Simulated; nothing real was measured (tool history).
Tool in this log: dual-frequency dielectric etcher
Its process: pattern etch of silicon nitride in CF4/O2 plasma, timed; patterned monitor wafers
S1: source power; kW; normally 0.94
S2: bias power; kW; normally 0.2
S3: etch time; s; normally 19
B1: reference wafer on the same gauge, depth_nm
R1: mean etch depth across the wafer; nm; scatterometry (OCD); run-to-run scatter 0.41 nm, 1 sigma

run,day,S1,S2,S3,B1,R1
1,0,0.94,0.2,21.5,60.6,71.8
# day 1.646: wet clean of the chamber
2,1.667,0.94,0.2,21.5,60.6,73.4
3,3.929,0.94,0.2,19,60.6,65.2
4,5.517,0.94,0.2,19,60.6,65.1
5,6.612,0.82,0.2,19,60.5,55.5
6,8.133,0.82,0.2,19,60.6,54.8
7,10.725,0.94,0.17,19,60.6,62.5
8,13.104,0.94,0.17,19,60.5,61.3
9,14.446,0.94,0.17,19,60.7,60.3
10,17.25,0.94,0.229,22.5,60.5,75.8
11,18.279,0.75,0.237,19,60.6,51.3
# day 19.7: wet clean of the chamber
# day 19.825: source power generator calibrated
# day 24.067: upper electrode replaced
12,26.092,0.94,0.2,19,60.6,67
13,27.4,0.94,0.2,14.5,60.7,50.6
# day 36.154: bias power generator calibrated
14,36.275,1.13,0.222,22.5,60.6,94.7
15,37.917,0.94,0.185,19,60.7,63.4
16,39.25,0.7,0.227,19,60.6,47.9
# day 40.7: wet clean of the chamber
17,40.792,0.74,0.229,19,60.6,54.1
# day 41.646: gauge calibrated
18,43.621,1.14,0.2,23,60.5,99.3
19,44.742,0.94,0.2,17.5,60.6,61.3
20,47.5,0.94,0.2,19,60.6,65.7
21,50.146,1.1,0.166,21.5,60.7,84.5

Run 22 is up next; what results do you expect?
22,51.433,0.94,0.2,19,?,?

{"run 22": {"B1": 60.5, "R1": 64.7}}
With the hidden condition absent and the run-to-run variation left alone, this run would have shown R1 68 nm.
